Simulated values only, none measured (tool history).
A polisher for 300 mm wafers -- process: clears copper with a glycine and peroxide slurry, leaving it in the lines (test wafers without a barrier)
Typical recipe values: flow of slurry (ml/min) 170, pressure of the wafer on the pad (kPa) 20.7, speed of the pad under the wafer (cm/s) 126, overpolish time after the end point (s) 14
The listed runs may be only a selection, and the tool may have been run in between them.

run	hour	flow of slurry (ml/min)	pressure of the wafer on the pad (kPa)	speed of the pad under the wafer (cm/s)	overpolish time after the end point (s)	incoming thickness of the incoming film, nm	time until the end point was called (s)	dishing of a wide line in a test structure (nm)
1	0	170	20.7	126	14	558.5	108.8	44.1
2	21.5	170	20.7	126	14	562.6	112.2	44.9
3	55.3	170	20.7	142	14	560.7	98.8	49.5
4	68.9	170	20.7	142	14	557.6	98.2	49.8
5	103.2	190	20.7	126	14	567.8	110.3	46.6
# hour 126.9: worn pad replaced by a new one
6	138.7	190	20.7	126	14	560.1	108.6	45.7
7	167.7	190	20.7	126	14	567	108	46.5
8	197.4	170	20.7	126	14	560	111.7	45.3
# hour 216.3: slurry nozzle cleaned
9	231.5	170	20.7	126	14	558.5	106.2	46.3
10	248.6	170	20.7	126	14	560.5	105.5	46
11	271	170	20.7	126	14	557.9	106.9	46.4
12	290.4	170	20.7	126	14	559.4	110.8	46
# hour 304.9: worn pad replaced by a new one
# hour 308.1: head pressure recalibrated
13	315.2	170	16.5	126	14	558.7	113.6	44.9
14	340.1	170	20.7	126	14	556.8	94.1	52.2
15	396.5	170	20.7	126	14	561.8	99.4	50.4
16	415.2	125	20.7	126	14	559.5	106.2	47.7
17	446.3	205	20.7	126	14	557.9	93.7	49.6
18	465.6	170	27.6	126	14	557.8	77.1	61.1
19	488.8	170	20.7	126	14	568.5	101.6	49.1
20	516	185	13.8	126	9	556.1	137.2	24.7
# hour 524.3: worn pad replaced by a new one
21	533.3	170	20.7	126	14	558.7	101.7	49.8
22	565.6	185	13.8	126	9	564.2	140.1	24.9
23	599.4	140	20.7	126	14	556.3	105.7	45.5
# hour 619.7: slurry nozzle cleaned
24	635.1	125	23.4	160	19	560	73.8	82.3
25	658.7	120	24.1	86	7	553.3	126.2	21.8
26	691.5	170	20.7	126	11	560	97.5	40.5
# hour 699.5: worn pad replaced by a new one
27	724.5	170	20.7	126	10	562.5	99.3	37.5
28	743.7	190	26.9	102	17	551	90.7	63.9
29	765.6	170	20.7	126	14	564.5	99	51.4
30	797.6	190	26.9	102	17	560.8	96.8	61.4
31	815.7	200	20.7	168	14	554.2	74.7	62
32	844	170	20.7	110	14	550.5	110	44.7
33	867	110	20.7	126	21	554	113.1	60.5

How would selected steps in time until the end point was called (s) from run to run divide? Give the signed amount a tool lacking its hidden state would still show from settings, what came in and random variation, and the signed amount left for the hidden state, including any gauge scatter that is not in both of the compared results.
What the log doesn't record here: removal rate lost through wear of the pad, %; slurry flow missing at the pad, %; deviation of the head's pressure from its setpoint, %.
Run 8 -> 9: slurry nozzle cleaned. time until the end point was called (s) -5.5: hidden state -5.9, all else +0.4.
Run 12 -> 13: pressure of the wafer on the pad (kPa) 20.7 -> 16.5, worn pad replaced by a new one, head pressure recalibrated. time until the end point was called (s) +2.8: hidden state -13.8, all else +16.6.
Run 19 -> 20: flow of slurry (ml/min) 170 -> 185, pressure of the wafer on the pad (kPa) 20.7 -> 13.8, overpolish time after the end point (s) 14 -> 9. time until the end point was called (s) +35.6: hidden state +2.6, all else +33.
Run 21 -> 22: flow of slurry (ml/min) 170 -> 185, pressure of the wafer on the pad (kPa) 20.7 -> 13.8, overpolish time after the end point (s) 14 -> 9. time until the end point was called (s) +38.4: hidden state +3, all else +35.4.
Run 23 -> 24: flow of slurry (ml/min) 140 -> 125, pressure of the wafer on the pad (kPa) 20.7 -> 23.4, speed of the pad under the wafer (cm/s) 126 -> 160, overpolish time after the end point (s) 14 -> 19, slurry nozzle cleaned. time until the end point was called (s) -31.9: hidden state -8, all else -23.9.
Run 24 -> 25: flow of slurry (ml/min) 125 -> 120, pressure of the wafer on the pad (kPa) 23.4 -> 24.1, speed of the pad under the wafer (cm/s) 160 -> 86, overpolish time after the end point (s) 19 -> 7. time until the end point was called (s) +52.4: hidden state +3.3, all else +49.1.

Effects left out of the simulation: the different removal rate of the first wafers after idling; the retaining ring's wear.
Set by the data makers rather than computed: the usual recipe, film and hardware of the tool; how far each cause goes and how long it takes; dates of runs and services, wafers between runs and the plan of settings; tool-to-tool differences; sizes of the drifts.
